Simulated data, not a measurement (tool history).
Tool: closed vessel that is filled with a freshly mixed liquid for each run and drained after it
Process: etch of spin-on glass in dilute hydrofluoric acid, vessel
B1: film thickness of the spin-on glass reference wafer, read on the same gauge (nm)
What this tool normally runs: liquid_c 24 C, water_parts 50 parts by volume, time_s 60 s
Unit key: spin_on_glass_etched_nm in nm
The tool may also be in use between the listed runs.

Run 1, day 0: usual settings; B1 30. Result: spin_on_glass_etched_nm 31.27 nm.
Run 2, day 3.617: usual settings; B1 30. Result: spin_on_glass_etched_nm 31.43 nm.
Run 3, day 5.279: usual settings; B1 29.97. Result: spin_on_glass_etched_nm 31.45 nm.
Run 4, day 8.612: usual settings but water_parts 40 parts by volume; B1 30. Result: spin_on_glass_etched_nm 39.73 nm.
Run 5, day 10.392: usual settings but water_parts 40 parts by volume; B1 30.01. Result: spin_on_glass_etched_nm 39.91 nm.
Run 6, day 12.121: usual settings; B1 29.99. Result: spin_on_glass_etched_nm 31.54 nm.
Run 7, day 15.788: usual settings; B1 29.98. Result: spin_on_glass_etched_nm 31.97 nm.
Run 8, day 19.142: usual settings but time_s 80 s; B1 29.99. Result: spin_on_glass_etched_nm 42.82 nm.
Run 9, day 21.446: usual settings but time_s 80 s; B1 30.01. Result: spin_on_glass_etched_nm 42.63 nm.
At day 22.533: hydrofluoric acid flow meter replaced.
Run 10, day 23.392: usual settings but time_s 80 s; B1 29.99. Result: spin_on_glass_etched_nm 45.49 nm.
Run 11, day 25.167: usual settings but liquid_c 25.5 C, water_parts 35 parts by volume, time_s 75 s; B1 30.01. Result: spin_on_glass_etched_nm 66.3 nm.
Run 12, day 27.2: usual settings but liquid_c 20 C; B1 30.02. Result: spin_on_glass_etched_nm 28.74 nm.
At day 30.379: hydrofluoric acid flow meter replaced, repeated, since the last time left the tool worse.
Run 13, day 31.425: usual settings but liquid_c 22 C, water_parts 60 parts by volume, time_s 95 s; B1 29.99. Result: spin_on_glass_etched_nm 34.96 nm.
At day 32.25: gauge calibrated.
Run 14, day 33.054: usual settings but liquid_c 22 C, water_parts 60 parts by volume, time_s 95 s; B1 29.99. Result: spin_on_glass_etched_nm 35.28 nm.
Run 15, day 35.2: usual settings but liquid_c 27 C, water_parts 30 parts by volume, time_s 40 s; B1 30.01. Result: spin_on_glass_etched_nm 38.05 nm.
Run 16, day 39.525: usual settings but liquid_c 26.5 C, water_parts 65 parts by volume, time_s 50 s; B1 30.01. Result: spin_on_glass_etched_nm 20.49 nm.
At day 42.117: thermometer replaced.
Run 17, day 42.738: usual settings but liquid_c 20.5 C, water_parts 75 parts by volume, time_s 80 s; B1 30.02. Result: spin_on_glass_etched_nm 22.1 nm.
Run 18, day 45.275: usual settings but liquid_c 21.5 C, water_parts 70 parts by volume, time_s 70 s; B1 30.01. Result: spin_on_glass_etched_nm 21.95 nm.
Run 19, day 46.992: usual settings but liquid_c 22 C, water_parts 40 parts by volume; B1 29.98. Result: spin_on_glass_etched_nm 34.57 nm.
Run 20, day 49.388: usual settings; B1 29.99. Result: spin_on_glass_etched_nm 30.09 nm.
Run 21, day 53.742: usual settings but water_parts 30 parts by volume; B1 30.01. Result: spin_on_glass_etched_nm 51.89 nm.

Forecast each of these 5 alternatives for the next run:
Run A, day 53.771: usual settings; B1 ?. Result: spin_on_glass_etched_nm ?.
Run B, day 53.771: usual settings but liquid_c 25.5 C; B1 ?. Result: spin_on_glass_etched_nm ?.
Run C, day 53.771: usual settings but liquid_c 28.5 C, water_parts 40 parts by volume, time_s 45 s; B1 ?. Result: spin_on_glass_etched_nm ?.
Run D, day 53.771: usual settings but time_s 40 s; B1 ?. Result: spin_on_glass_etched_nm ?.
Run E, day 53.771: usual settings but water_parts 65 parts by volume; B1 ?. Result: spin_on_glass_etched_nm ?.

run     B1  spin_on_glass_etched_nm
  A  29.99                    30.13
  B  29.99                    32.04
  C  29.99                    34.39
  D  29.99                    20.08
  E  29.99                    22.74
The same runs, with their run-to-run variation unchanged, on a tool lacking any hidden condition would have given:
run  spin_on_glass_etched_nm
  A                    29.35
  B                    31.21
  C                     33.5
  D                    19.57
  E                    22.14
